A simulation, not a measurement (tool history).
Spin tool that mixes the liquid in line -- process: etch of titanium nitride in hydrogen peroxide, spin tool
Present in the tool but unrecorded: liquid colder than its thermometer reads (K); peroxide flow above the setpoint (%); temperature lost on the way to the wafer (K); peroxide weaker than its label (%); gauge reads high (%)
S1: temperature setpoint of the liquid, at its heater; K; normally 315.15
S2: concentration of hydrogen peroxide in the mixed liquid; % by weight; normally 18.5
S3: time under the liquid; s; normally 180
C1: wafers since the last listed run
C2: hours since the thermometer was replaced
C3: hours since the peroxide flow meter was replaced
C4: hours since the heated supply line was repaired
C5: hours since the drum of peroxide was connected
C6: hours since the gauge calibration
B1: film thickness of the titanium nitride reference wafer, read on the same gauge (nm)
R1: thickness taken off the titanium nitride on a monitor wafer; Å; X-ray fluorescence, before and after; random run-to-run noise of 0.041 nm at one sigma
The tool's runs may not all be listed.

| run | hour | S1 | S2 | S3 | C1 | C2 | C3 | C4 | C5 | C6 | B1 | R1 |
|---|---|---|---|---|---|---|---|---|---|---|---|---|
| 1 | 0.0 | 315.15 | 18.5 | 180 | 0 | 525.4 | 1623.3 | 3354.4 | 97.6 | 1857.9 | 100.04 | 86.0 |
| 2 | 44.0 | 315.15 | 18.5 | 180 | 262 | 569.4 | 1667.3 | 3398.4 | 141.6 | 1901.9 | 100.01 | 86.6 |
| 3 | 89.2 | 306.15 | 23.0 | 75 | 269 | 614.6 | 1712.5 | 3443.6 | 186.8 | 1947.1 | 100.02 | 18.6 |
| 4 | 118.1 | 315.15 | 18.5 | 180 | 172 | 643.5 | 1741.4 | 3472.5 | 215.7 | 1976.0 | 100.00 | 86.2 |
| 5 | 183.9 | 307.65 | 18.5 | 180 | 392 | 709.3 | 1807.2 | 3538.3 | 281.5 | 2041.8 | 100.03 | 48.3 |
| 6 | 229.5 | 308.65 | 22.5 | 90 | 272 | 754.9 | 1852.8 | 3583.9 | 327.1 | 2087.4 | 99.98 | 27.1 |
| 7 | 301.1 | 319.65 | 18.5 | 180 | 427 | 826.5 | 1924.4 | 3655.5 | 398.7 | 2159.0 | 100.01 | 120.7 |
|  | 338.3 | gauge calibrated |
| 8 | 372.0 | 315.15 | 18.5 | 180 | 423 | 897.4 | 1995.3 | 3726.4 | 469.6 | 33.7 | 100.00 | 86.9 |
| 9 | 430.1 | 311.65 | 18.5 | 180 | 346 | 955.5 | 2053.4 | 3784.5 | 527.7 | 91.8 | 100.03 | 66.6 |
|  | 459.6 | heated supply line repaired |
|  | 460.1 | peroxide flow meter replaced |
| 10 | 484.7 | 315.15 | 18.5 | 180 | 316 | 1010.1 | 24.6 | 25.1 | 582.3 | 146.4 | 100.02 | 84.0 |
|  | 493.7 | thermometer replaced |
| 11 | 542.5 | 315.15 | 18.5 | 180 | 339 | 48.8 | 82.4 | 82.9 | 640.1 | 204.2 | 100.01 | 84.4 |
|  | 557.5 | new drum of peroxide connected |
| 12 | 614.4 | 315.15 | 18.5 | 180 | 423 | 120.7 | 154.3 | 154.8 | 56.9 | 276.1 | 99.99 | 84.1 |
| 13 | 674.1 | 315.15 | 18.5 | 180 | 356 | 180.4 | 214.0 | 214.5 | 116.6 | 335.8 | 100.02 | 84.7 |
| 14 | 702.3 | 315.15 | 13.0 | 180 | 168 | 208.6 | 242.2 | 242.7 | 144.8 | 364.0 | 100.02 | 78.8 |
| 15 | 748.8 | 307.15 | 15.0 | 120 | 277 | 255.1 | 288.7 | 289.2 | 191.3 | 410.5 | 99.99 | 28.9 |
| 16 | 947.7 | 315.15 | 18.5 | 180 | 1187 | 454.0 | 487.6 | 488.1 | 390.2 | 609.4 | 100.01 | 84.9 |
| 17 | 1004.8 | 315.15 | 18.5 | 180 | 340 | 511.1 | 544.7 | 545.2 | 447.3 | 666.5 | 100.03 | 84.3 |
| 18 | 1076.0 | 320.15 | 14.5 | 90 | 425 | 582.3 | 615.9 | 616.4 | 518.5 | 737.7 | 100.00 | 58.4 |
| 19 | 1256.1 | 305.15 | 18.5 | 180 | 1075 | 762.4 | 796.0 | 796.5 | 698.6 | 917.8 | 99.97 | 39.0 |
| 20 | 1288.7 | 310.65 | 17.0 | 180 | 194 | 795.0 | 828.6 | 829.1 | 731.2 | 950.4 | 100.00 | 58.8 |
| 21 | 1350.4 | 315.15 | 18.5 | 180 | 368 | 856.7 | 890.3 | 890.8 | 792.9 | 1012.1 | 100.02 | 85.6 |
|  | 1353.9 | new drum of peroxide connected |
| 22 | 1407.6 | 319.65 | 18.5 | 250 | 335 | 913.9 | 947.5 | 948.0 | 53.7 | 1069.3 | 100.00 | 166.3 |
|  | 1420.7 | thermometer replaced |
| 23 | 1431.8 | 311.65 | 23.0 | 215 | 138 | 11.1 | 971.7 | 972.2 | 77.9 | 1093.5 | 100.00 | 81.5 |
| 24 | 1462.5 | 315.15 | 15.0 | 100 | 183 | 41.8 | 1002.4 | 1002.9 | 108.6 | 1124.2 | 99.97 | 45.2 |
| 25 | 1499.9 | 324.65 | 24.0 | 255 | 223 | 79.2 | 1039.8 | 1040.3 | 146.0 | 1161.6 | 100.00 | 258.1 |

Results per run with the tool's hidden condition removed, run-to-run variation unchanged:
| run | R1 |
|---|---|
| 1 | 84.1 |
| 2 | 84.6 |
| 3 | 18.2 |
| 4 | 84.2 |
| 5 | 47.2 |
| 6 | 26.5 |
| 7 | 117.7 |
| 8 | 84.6 |
| 9 | 64.8 |
| 10 | 83.9 |
| 11 | 84.3 |
| 12 | 83.9 |
| 13 | 84.4 |
| 14 | 78.5 |
| 15 | 28.8 |
| 16 | 84.3 |
| 17 | 83.6 |
| 18 | 57.9 |
| 19 | 38.6 |
| 20 | 58.2 |
| 21 | 84.6 |
| 22 | 164.2 |
| 23 | 80.5 |
| 24 | 44.6 |
| 25 | 254.5 |
